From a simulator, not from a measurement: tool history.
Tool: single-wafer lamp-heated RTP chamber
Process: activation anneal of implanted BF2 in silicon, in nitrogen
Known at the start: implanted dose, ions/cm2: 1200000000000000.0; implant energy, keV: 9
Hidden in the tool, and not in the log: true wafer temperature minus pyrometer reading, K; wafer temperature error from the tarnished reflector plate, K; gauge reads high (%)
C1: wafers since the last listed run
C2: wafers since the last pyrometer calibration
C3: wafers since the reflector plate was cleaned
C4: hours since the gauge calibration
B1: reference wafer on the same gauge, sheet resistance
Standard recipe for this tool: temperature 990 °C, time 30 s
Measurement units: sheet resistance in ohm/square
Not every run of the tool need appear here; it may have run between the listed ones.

{"run": 1, "day": 0.0, "temperature": 990, "time": 30, "C1": 0, "C2": 5421, "C3": 5594, "C4": 2640.6, "B1": 262.11, "sheet resistance": 245.13}
{"run": 2, "day": 2.425, "temperature": 990, "time": 30, "C1": 795, "C2": 6217, "C3": 6390, "C4": 2698.8, "B1": 261.87, "sheet resistance": 243.36}
{"day": 5.188, "done": "reflector plate cleaned"}
{"day": 10.838, "done": "pyrometer window cleaned and pyrometer calibrated"}
{"run": 3, "day": 13.829, "temperature": 990, "time": 41, "C1": 3523, "C2": 982, "C3": 2726, "C4": 2972.5, "B1": 262.08, "sheet resistance": 226.4}
{"run": 4, "day": 17.462, "temperature": 990, "time": 41, "C1": 1192, "C2": 2174, "C3": 3918, "C4": 3059.7, "B1": 262.05, "sheet resistance": 225.54}
{"run": 5, "day": 19.079, "temperature": 990, "time": 41, "C1": 530, "C2": 2705, "C3": 4448, "C4": 3098.5, "B1": 261.86, "sheet resistance": 224.58}
{"run": 6, "day": 21.517, "temperature": 990, "time": 30, "C1": 799, "C2": 3505, "C3": 5248, "C4": 3157.0, "B1": 261.81, "sheet resistance": 244.97}
{"day": 22.471, "done": "gauge calibrated"}
{"run": 7, "day": 23.571, "temperature": 990, "time": 30, "C1": 674, "C2": 4179, "C3": 5922, "C4": 26.4, "B1": 261.74, "sheet resistance": 243.77}
{"run": 8, "day": 27.379, "temperature": 990, "time": 30, "C1": 1249, "C2": 5428, "C3": 7172, "C4": 117.8, "B1": 261.96, "sheet resistance": 243.69}
{"run": 9, "day": 30.238, "temperature": 970, "time": 21, "C1": 937, "C2": 6366, "C3": 8110, "C4": 186.4, "B1": 262.07, "sheet resistance": 329.31}
{"day": 31.788, "done": "reflector plate cleaned"}
{"run": 10, "day": 34.171, "temperature": 970, "time": 21, "C1": 1181, "C2": 7548, "C3": 781, "C4": 280.8, "B1": 261.83, "sheet resistance": 335.2}
{"day": 38.433, "done": "pyrometer window cleaned and pyrometer calibrated"}
{"run": 11, "day": 38.454, "temperature": 990, "time": 30, "C1": 1296, "C2": 7, "C3": 2078, "C4": 383.6, "B1": 262.39, "sheet resistance": 247.82}
{"run": 12, "day": 40.379, "temperature": 990, "time": 44, "C1": 631, "C2": 638, "C3": 2709, "C4": 429.8, "B1": 262.16, "sheet resistance": 221.8}
{"run": 13, "day": 42.825, "temperature": 990, "time": 44, "C1": 802, "C2": 1441, "C3": 3512, "C4": 488.5, "B1": 262.3, "sheet resistance": 221.08}
{"run": 14, "day": 45.433, "temperature": 990, "time": 44, "C1": 855, "C2": 2297, "C3": 4368, "C4": 551.1, "B1": 262.03, "sheet resistance": 220.08}
{"run": 15, "day": 49.417, "temperature": 990, "time": 43, "C1": 1307, "C2": 3604, "C3": 5675, "C4": 646.7, "B1": 261.95, "sheet resistance": 220.06}
{"run": 16, "day": 52.138, "temperature": 990, "time": 35, "C1": 892, "C2": 4497, "C3": 6568, "C4": 712.0, "B1": 262.03, "sheet resistance": 234.04}
{"day": 55.133, "done": "reflector plate cleaned"}
{"run": 17, "day": 55.196, "temperature": 1011, "time": 41, "C1": 894, "C2": 5391, "C3": 20, "C4": 785.4, "B1": 261.76, "sheet resistance": 180.65}
{"run": 18, "day": 56.8, "temperature": 970, "time": 21, "C1": 526, "C2": 5917, "C3": 547, "C4": 823.9, "B1": 262.15, "sheet resistance": 335.98}
{"run": 19, "day": 60.929, "temperature": 970, "time": 30, "C1": 1354, "C2": 7272, "C3": 1902, "C4": 923.0, "B1": 261.89, "sheet resistance": 309.43}
{"run": 20, "day": 63.529, "temperature": 990, "time": 44, "C1": 853, "C2": 8126, "C3": 2755, "C4": 985.4, "B1": 261.73, "sheet resistance": 220.96}
{"day": 67.004, "done": "pyrometer window cleaned and pyrometer calibrated"}
{"run": 21, "day": 67.646, "temperature": 990, "time": 30, "C1": 1241, "C2": 210, "C3": 3996, "C4": 1084.2, "B1": 261.76, "sheet resistance": 245.72}
{"run": 22, "day": 71.05, "temperature": 1011, "time": 48, "C1": 1117, "C2": 1327, "C3": 5113, "C4": 1165.9, "B1": 262.3, "sheet resistance": 173.86}
{"run": 23, "day": 73.492, "temperature": 999, "time": 17, "C1": 801, "C2": 2128, "C3": 5915, "C4": 1224.5, "B1": 262.2, "sheet resistance": 256.71}
{"run": 24, "day": 75.704, "temperature": 1003, "time": 45, "C1": 726, "C2": 2854, "C3": 6641, "C4": 1277.6, "B1": 261.82, "sheet resistance": 188.03}
{"day": 77.254, "done": "reflector plate cleaned"}
{"run": 25, "day": 78.283, "temperature": 1003, "time": 48, "C1": 736, "C2": 3591, "C3": 337, "C4": 1339.5, "B1": 261.97, "sheet resistance": 188.88}
{"run": 26, "day": 80.796, "temperature": 967, "time": 45, "C1": 824, "C2": 4416, "C3": 1162, "C4": 1399.8, "B1": 261.96, "sheet resistance": 290.23}
{"run": 27, "day": 84.092, "temperature": 968, "time": 25, "C1": 1081, "C2": 5497, "C3": 2243, "C4": 1478.9, "B1": 261.89, "sheet resistance": 330.14}
{"run": 28, "day": 87.208, "temperature": 1010, "time": 48, "C1": 1022, "C2": 6520, "C3": 3266, "C4": 1553.7, "B1": 262.11, "sheet resistance": 175.26}
{"day": 89.371, "done": "pyrometer window cleaned and pyrometer calibrated"}
{"run": 29, "day": 90.467, "temperature": 973, "time": 36, "C1": 959, "C2": 359, "C3": 4226, "C4": 1631.9, "B1": 261.57, "sheet resistance": 283.04}
{"run": 30, "day": 92.8, "temperature": 990, "time": 30, "C1": 765, "C2": 1125, "C3": 4991, "C4": 1687.9, "B1": 262.01, "sheet resistance": 244.05}
{"run": 31, "day": 95.304, "temperature": 980, "time": 18, "C1": 821, "C2": 1946, "C3": 5813, "C4": 1748.0, "B1": 262.09, "sheet resistance": 308.63}
{"run": 32, "day": 97.308, "temperature": 970, "time": 40, "C1": 657, "C2": 2604, "C3": 6471, "C4": 1796.1, "B1": 262.17, "sheet resistance": 284.15}
{"run": 33, "day": 100.271, "temperature": 972, "time": 43, "C1": 972, "C2": 3576, "C3": 7443, "C4": 1867.2, "B1": 262.2, "sheet resistance": 272.14}
{"run": 34, "day": 103.346, "temperature": 977, "time": 45, "C1": 1009, "C2": 4585, "C3": 8452, "C4": 1941.0, "B1": 262.24, "sheet resistance": 251.58}
{"day": 105.017, "done": "reflector plate cleaned"}
{"run": 35, "day": 105.692, "temperature": 990, "time": 30, "C1": 660, "C2": 5246, "C3": 221, "C4": 1997.3, "B1": 262.09, "sheet resistance": 250.03}
{"run": 36, "day": 107.908, "temperature": 990, "time": 25, "C1": 727, "C2": 5973, "C3": 948, "C4": 2050.5, "B1": 262.12, "sheet resistance": 260.15}
{"run": 37, "day": 111.558, "temperature": 1020, "time": 12, "C1": 1197, "C2": 7171, "C3": 2146, "C4": 2138.1, "B1": 261.8, "sheet resistance": 233.31}

Alternative continuations, all from the tool just after run 37; predict every row:
{"run": "A", "day": 111.575, "temperature": 990, "time": 30, "C1": 5, "C2": 7176, "C3": 2151, "C4": 2138.5, "B1": "?", "sheet resistance": "?"}
{"run": "B", "day": 111.575, "temperature": 1003, "time": 35, "C1": 5, "C2": 7176, "C3": 2151, "C4": 2138.5, "B1": "?", "sheet resistance": "?"}
{"run": "C", "day": 111.575, "temperature": 1000, "time": 47, "C1": 5, "C2": 7176, "C3": 2151, "C4": 2138.5, "B1": "?", "sheet resistance": "?"}

run=A B1=262.19 sheet_resistance=246.90
run=B B1=262.19 sheet_resistance=202.84
run=C B1=262.19 sheet_resistance=194.33
Had the tool no hidden state, the same runs would have come out as:
run=A sheet_resistance=249.36
run=B sheet_resistance=204.78
run=C sheet_resistance=196.07
